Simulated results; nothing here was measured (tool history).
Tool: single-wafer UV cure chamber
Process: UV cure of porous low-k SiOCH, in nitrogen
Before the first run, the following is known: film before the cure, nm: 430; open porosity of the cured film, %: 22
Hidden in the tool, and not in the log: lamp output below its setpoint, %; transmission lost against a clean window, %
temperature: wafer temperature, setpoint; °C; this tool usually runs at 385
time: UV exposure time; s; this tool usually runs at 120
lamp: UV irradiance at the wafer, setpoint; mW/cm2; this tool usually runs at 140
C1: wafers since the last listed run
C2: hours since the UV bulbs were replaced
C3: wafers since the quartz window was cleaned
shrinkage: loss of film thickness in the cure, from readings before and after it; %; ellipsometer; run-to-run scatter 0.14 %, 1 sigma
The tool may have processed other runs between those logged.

{"run": 1, "hour": 0.0, "temperature": 385, "time": 120, "lamp": 140, "C1": 0, "C2": 1266.2, "C3": 441, "shrinkage": 10.601}
{"run": 2, "hour": 202.2, "temperature": 385, "time": 120, "lamp": 140, "C1": 1329, "C2": 1468.4, "C3": 1771, "shrinkage": 10.179}
{"hour": 243.5, "done": "quartz window cleaned"}
{"run": 3, "hour": 253.9, "temperature": 385, "time": 120, "lamp": 140, "C1": 287, "C2": 1520.1, "C3": 68, "shrinkage": 9.735}
{"run": 4, "hour": 297.8, "temperature": 385, "time": 120, "lamp": 140, "C1": 288, "C2": 1564, "C3": 357, "shrinkage": 9.47}
{"run": 5, "hour": 339.9, "temperature": 385, "time": 120, "lamp": 120, "C1": 276, "C2": 1606.1, "C3": 634, "shrinkage": 8.976}
{"run": 6, "hour": 366.7, "temperature": 385, "time": 120, "lamp": 120, "C1": 176, "C2": 1632.9, "C3": 810, "shrinkage": 8.61}
{"run": 7, "hour": 415.4, "temperature": 385, "time": 120, "lamp": 120, "C1": 320, "C2": 1681.6, "C3": 1130, "shrinkage": 8.616}
{"run": 8, "hour": 446.5, "temperature": 385, "time": 120, "lamp": 159, "C1": 204, "C2": 1712.7, "C3": 1335, "shrinkage": 10.222}
{"run": 9, "hour": 509.0, "temperature": 385, "time": 120, "lamp": 159, "C1": 411, "C2": 1775.2, "C3": 1746, "shrinkage": 9.688}
{"hour": 559.4, "done": "quartz window cleaned, repeated, since the last time left the tool worse"}
{"run": 10, "hour": 559.9, "temperature": 385, "time": 120, "lamp": 159, "C1": 282, "C2": 1826.1, "C3": 3, "shrinkage": 11.588}
{"run": 11, "hour": 606.0, "temperature": 385, "time": 120, "lamp": 149, "C1": 303, "C2": 1872.2, "C3": 306, "shrinkage": 10.712}
{"run": 12, "hour": 636.7, "temperature": 385, "time": 120, "lamp": 149, "C1": 201, "C2": 1902.9, "C3": 508, "shrinkage": 10.788}
{"run": 13, "hour": 685.6, "temperature": 390, "time": 75, "lamp": 158, "C1": 321, "C2": 1951.8, "C3": 829, "shrinkage": 8.842}
{"run": 14, "hour": 711.9, "temperature": 398, "time": 55, "lamp": 140, "C1": 172, "C2": 1978.1, "C3": 1002, "shrinkage": 6.962}
{"run": 15, "hour": 762.1, "temperature": 385, "time": 120, "lamp": 163, "C1": 330, "C2": 2028.3, "C3": 1332, "shrinkage": 10.766}
{"run": 16, "hour": 823.2, "temperature": 401, "time": 120, "lamp": 176, "C1": 401, "C2": 2089.4, "C3": 1734, "shrinkage": 11.657}
{"hour": 877.9, "done": "quartz window cleaned"}
{"run": 17, "hour": 891.9, "temperature": 385, "time": 120, "lamp": 162, "C1": 399, "C2": 2158.1, "C3": 91, "shrinkage": 11.261}
{"run": 18, "hour": 918.7, "temperature": 371, "time": 100, "lamp": 165, "C1": 176, "C2": 2184.9, "C3": 268, "shrinkage": 10.285}
{"run": 19, "hour": 985.4, "temperature": 385, "time": 120, "lamp": 140, "C1": 438, "C2": 2251.6, "C3": 706, "shrinkage": 10.486}
{"hour": 1006.8, "done": "UV bulbs replaced"}
{"run": 20, "hour": 1111.5, "temperature": 385, "time": 120, "lamp": 140, "C1": 776, "C2": 104.7, "C3": 1483, "shrinkage": 10.111}
{"hour": 1177.7, "done": "quartz window cleaned"}
{"run": 21, "hour": 1179.2, "temperature": 370, "time": 120, "lamp": 140, "C1": 392, "C2": 172.4, "C3": 9, "shrinkage": 10.424}
{"run": 22, "hour": 1374.4, "temperature": 391, "time": 120, "lamp": 159, "C1": 1283, "C2": 367.6, "C3": 1293, "shrinkage": 11.088}
{"run": 23, "hour": 1425.9, "temperature": 385, "time": 120, "lamp": 120, "C1": 338, "C2": 419.1, "C3": 1632, "shrinkage": 9.531}
{"run": 24, "hour": 1453.0, "temperature": 399, "time": 75, "lamp": 117, "C1": 178, "C2": 446.2, "C3": 1810, "shrinkage": 7.438}

Here are 3 independent what-if runs from the current tool condition. What would each one return?
{"run": "A", "hour": 1453.5, "temperature": 385, "time": 120, "lamp": 140, "C1": 3, "C2": 446.7, "C3": 1813, "shrinkage": "?"}
{"run": "B", "hour": 1453.5, "temperature": 394, "time": 80, "lamp": 118, "C1": 3, "C2": 446.7, "C3": 1813, "shrinkage": "?"}
{"run": "C", "hour": 1453.5, "temperature": 391, "time": 85, "lamp": 157, "C1": 3, "C2": 446.7, "C3": 1813, "shrinkage": "?"}

run=A shrinkage=10.332
run=B shrinkage=7.842
run=C shrinkage=9.362
Without the tool's hidden state the same runs would have given:
run=A shrinkage=10.825
run=B shrinkage=8.304
run=C shrinkage=9.845

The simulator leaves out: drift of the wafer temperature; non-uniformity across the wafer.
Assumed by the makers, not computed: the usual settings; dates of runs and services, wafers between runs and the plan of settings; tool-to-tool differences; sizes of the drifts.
